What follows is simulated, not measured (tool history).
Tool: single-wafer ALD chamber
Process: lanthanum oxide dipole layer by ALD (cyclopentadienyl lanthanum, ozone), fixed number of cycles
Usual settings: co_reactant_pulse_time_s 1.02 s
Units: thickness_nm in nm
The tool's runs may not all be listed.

run	day	co_reactant_pulse_time_s	read-back reference wafer on the same gauge, thickness_nm	thickness_nm
1	0	1.02	0.571	0.44
2	0.575	1.02	0.571	0.437
3	0.917	1.02	0.571	0.436
4	1.167	1.02	0.571	0.432
5	1.504	1.02	0.572	0.433
6	1.983	0.75	0.571	0.324
# day 2.533: showerhead replaced
7	2.554	0.75	0.571	0.321
# day 3.304: ozone generator serviced
8	3.325	1.02	0.571	0.517
9	3.65	1.2	0.571	0.548
# day 3.733: gauge calibrated
10	4.312	1.34	0.571	0.565
11	4.65	1.37	0.571	0.567
# day 5.1: thermocouple changed; heater temperature recalibrated
12	5.238	1.18	0.571	0.545
13	5.921	1.02	0.572	0.517
14	6.471	0.64	0.571	0.356

What the log doesn't show, run by run:
wafer temperature above the value expected at the setpoint (K): 0 in every run
gauge reads high (%): 0 in every run
H1: ozone dose above that of a generator just serviced (%)
run	H1
1	-24.4
2	-24.8
3	-25
4	-25.2
5	-25.4
6	-25.7
7	-26.1
8	-2.27
9	-2.27
10	-2.27
11	-2.28
12	-2.29
13	-2.3
14	-2.32
